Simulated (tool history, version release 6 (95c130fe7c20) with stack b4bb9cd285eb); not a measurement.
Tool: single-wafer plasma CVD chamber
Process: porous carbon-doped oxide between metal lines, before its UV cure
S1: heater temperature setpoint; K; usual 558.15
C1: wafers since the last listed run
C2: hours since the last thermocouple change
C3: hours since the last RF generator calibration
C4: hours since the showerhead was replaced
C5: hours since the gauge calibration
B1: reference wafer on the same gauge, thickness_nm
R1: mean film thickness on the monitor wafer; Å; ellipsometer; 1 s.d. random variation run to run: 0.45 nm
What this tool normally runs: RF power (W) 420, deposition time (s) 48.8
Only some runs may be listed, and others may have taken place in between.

Run 1, hour 0: usual settings but deposition time (s) 44.4; C1 0; C2 2067.2; C3 1035.8; C4 2683.7; C5 334.7; B1 233.002. Result: R1 2230.97 Å.
Run 2, hour 12.9: usual settings but deposition time (s) 44.4; C1 178; C2 2080.1; C3 1048.7; C4 2696.6; C5 347.6; B1 232.981. Result: R1 2233.33 Å.
Run 3, hour 25.6: usual settings but RF power (W) 455; C1 175; C2 2092.8; C3 1061.4; C4 2709.3; C5 360.3; B1 232.948. Result: R1 2647.52 Å.
Run 4, hour 39: usual settings but RF power (W) 455; C1 184; C2 2106.2; C3 1074.8; C4 2722.7; C5 373.7; B1 232.989. Result: R1 2651.7 Å.
Run 5, hour 52.2: usual settings; C1 182; C2 2119.4; C3 1088; C4 2735.9; C5 386.9; B1 233.005. Result: R1 2454.38 Å.
Run 6, hour 65.3: usual settings; C1 180; C2 2132.5; C3 1101.1; C4 2749; C5 400; B1 232.941. Result: R1 2453.26 Å.
Run 7, hour 71.8: usual settings; C1 89; C2 2139; C3 1107.6; C4 2755.5; C5 406.5; B1 232.954. Result: R1 2453.82 Å.
Run 8, hour 80.6: usual settings; C1 121; C2 2147.8; C3 1116.4; C4 2764.3; C5 415.3; B1 233.082. Result: R1 2448.28 Å.
Run 9, hour 92: usual settings; C1 157; C2 2159.2; C3 1127.8; C4 2775.7; C5 426.7; B1 232.981. Result: R1 2444.89 Å.
Run 10, hour 109.9: usual settings; C1 247; C2 2177.1; C3 1145.7; C4 2793.6; C5 444.6; B1 233.074. Result: R1 2457.27 Å.
At hour 120.3: showerhead replaced.
At hour 120.8: thermocouple changed; heater temperature recalibrated.
Run 11, hour 121.8: usual settings but S1 551.15 K; C1 46; C2 1; C3 1157.6; C4 1.5; C5 456.5; B1 232.978. Result: R1 2493.41 Å.
Run 12, hour 129.8: usual settings but S1 551.15 K; C1 110; C2 9; C3 1165.6; C4 9.5; C5 464.5; B1 233.088. Result: R1 2492.99 Å.
Run 13, hour 152.7: usual settings but RF power (W) 375; C1 316; C2 31.9; C3 1188.5; C4 32.4; C5 487.4; B1 233.031. Result: R1 2109.58 Å.
Run 14, hour 167: usual settings; C1 197; C2 46.2; C3 1202.8; C4 46.7; C5 501.7; B1 232.911. Result: R1 2365.04 Å.
Run 15, hour 177: usual settings but S1 550.15 K, RF power (W) 340, deposition time (s) 56.3; C1 138; C2 56.2; C3 1212.8; C4 56.7; C5 511.7; B1 233.07. Result: R1 2312.43 Å.
At hour 184.5: gauge calibrated.
Run 16, hour 194.4: usual settings but S1 571.15 K; C1 240; C2 73.6; C3 1230.2; C4 74.1; C5 9.9; B1 232.986. Result: R1 2163.02 Å.
Run 17, hour 211.7: usual settings but RF power (W) 355; C1 238; C2 90.9; C3 1247.5; C4 91.4; C5 27.2; B1 232.945. Result: R1 1992.57 Å.
Run 18, hour 226: usual settings but RF power (W) 370, deposition time (s) 54.2; C1 197; C2 105.2; C3 1261.8; C4 105.7; C5 41.5; B1 233.067. Result: R1 2312.71 Å.
Run 19, hour 238.6: usual settings but deposition time (s) 43; C1 173; C2 117.8; C3 1274.4; C4 118.3; C5 54.1; B1 233.034. Result: R1 2098.88 Å.
At hour 253.6: RF generator calibrated.
Run 20, hour 255.3: usual settings; C1 120; C2 134.5; C3 1.7; C4 135; C5 70.8; B1 232.969. Result: R1 2458.92 Å.
Run 21, hour 268: usual settings but RF power (W) 345; C1 175; C2 147.2; C3 14.4; C4 147.7; C5 83.5; B1 233.063. Result: R1 2002.84 Å.
Run 22, hour 281.9: usual settings; C1 191; C2 161.1; C3 28.3; C4 161.6; C5 97.4; B1 233.067. Result: R1 2454.37 Å.
Run 23, hour 289.2: usual settings but RF power (W) 360, deposition time (s) 57.2; C1 100; C2 168.4; C3 35.6; C4 168.9; C5 104.7; B1 233. Result: R1 2453.82 Å.
Run 24, hour 307: usual settings but S1 549.15 K, RF power (W) 370, deposition time (s) 43.6; C1 245; C2 186.2; C3 53.4; C4 186.7; C5 122.5; B1 232.83. Result: R1 2066.2 Å.
Run 25, hour 318.2: usual settings; C1 154; C2 197.4; C3 64.6; C4 197.9; C5 133.7; B1 232.853. Result: R1 2448.29 Å.
Run 26, hour 325.7: usual settings; C1 103; C2 204.9; C3 72.1; C4 205.4; C5 141.2; B1 233.11. Result: R1 2448.19 Å.
Run 27, hour 338.7: usual settings but S1 570.15 K, RF power (W) 490, deposition time (s) 51.3; C1 179; C2 217.9; C3 85.1; C4 218.4; C5 154.2; B1 232.93. Result: R1 2722.07 Å.
Run 28, hour 354.4: usual settings but S1 552.15 K, RF power (W) 380, deposition time (s) 51.5; C1 216; C2 233.6; C3 100.8; C4 234.1; C5 169.9; B1 232.899. Result: R1 2430.27 Å.
Run 29, hour 362.1: usual settings but S1 544.15 K; C1 106; C2 241.3; C3 108.5; C4 241.8; C5 177.6; B1 233.019. Result: R1 2704.9 Å.
Run 30, hour 379.1: usual settings but deposition time (s) 44.4; C1 234; C2 258.3; C3 125.5; C4 258.8; C5 194.6; B1 232.994. Result: R1 2223.24 Å.
Run 31, hour 392.6: usual settings but S1 554.15 K, RF power (W) 395, deposition time (s) 41.5; C1 186; C2 271.8; C3 139; C4 272.3; C5 208.1; B1 232.942. Result: R1 2014.6 Å.
Run 32, hour 403.9: usual settings; C1 155; C2 283.1; C3 150.3; C4 283.6; C5 219.4; B1 233.141. Result: R1 2441.82 Å.
Run 33, hour 414: usual settings but S1 570.15 K; C1 139; C2 293.2; C3 160.4; C4 293.7; C5 229.5; B1 233.049. Result: R1 2247.96 Å.

What if the next run were any one of these 5? Each begins from the tool's condition after run 33:
Run A, hour 414.4: usual settings but S1 549.15 K; C1 5; C2 293.6; C3 160.8; C4 294.1; C5 229.9; B1 ?. Result: R1 ?.
Run B, hour 414.4: usual settings but S1 567.15 K, RF power (W) 465, deposition time (s) 51.9; C1 5; C2 293.6; C3 160.8; C4 294.1; C5 229.9; B1 ?. Result: R1 ?.
Run C, hour 414.4: usual settings but RF power (W) 455, deposition time (s) 52.6; C1 5; C2 293.6; C3 160.8; C4 294.1; C5 229.9; B1 ?. Result: R1 ?.
Run D, hour 414.4: usual settings but S1 567.15 K, RF power (W) 350; C1 5; C2 293.6; C3 160.8; C4 294.1; C5 229.9; B1 ?. Result: R1 ?.
Run E, hour 414.4: usual settings but deposition time (s) 46.2; C1 5; C2 293.6; C3 160.8; C4 294.1; C5 229.9; B1 ?. Result: R1 ?.

run       B1       R1
  A  233.191  2607.79
  B  233.191  2679.97
  C  233.191  2837.98
  D  233.191  1906.95
  E  233.191  2315.34
Had the tool no hidden state, the same runs would have come out as:
run       R1
  A  2627.78
  B  2697.44
  C  2855.76
  D  1923.24
  E  2333.55

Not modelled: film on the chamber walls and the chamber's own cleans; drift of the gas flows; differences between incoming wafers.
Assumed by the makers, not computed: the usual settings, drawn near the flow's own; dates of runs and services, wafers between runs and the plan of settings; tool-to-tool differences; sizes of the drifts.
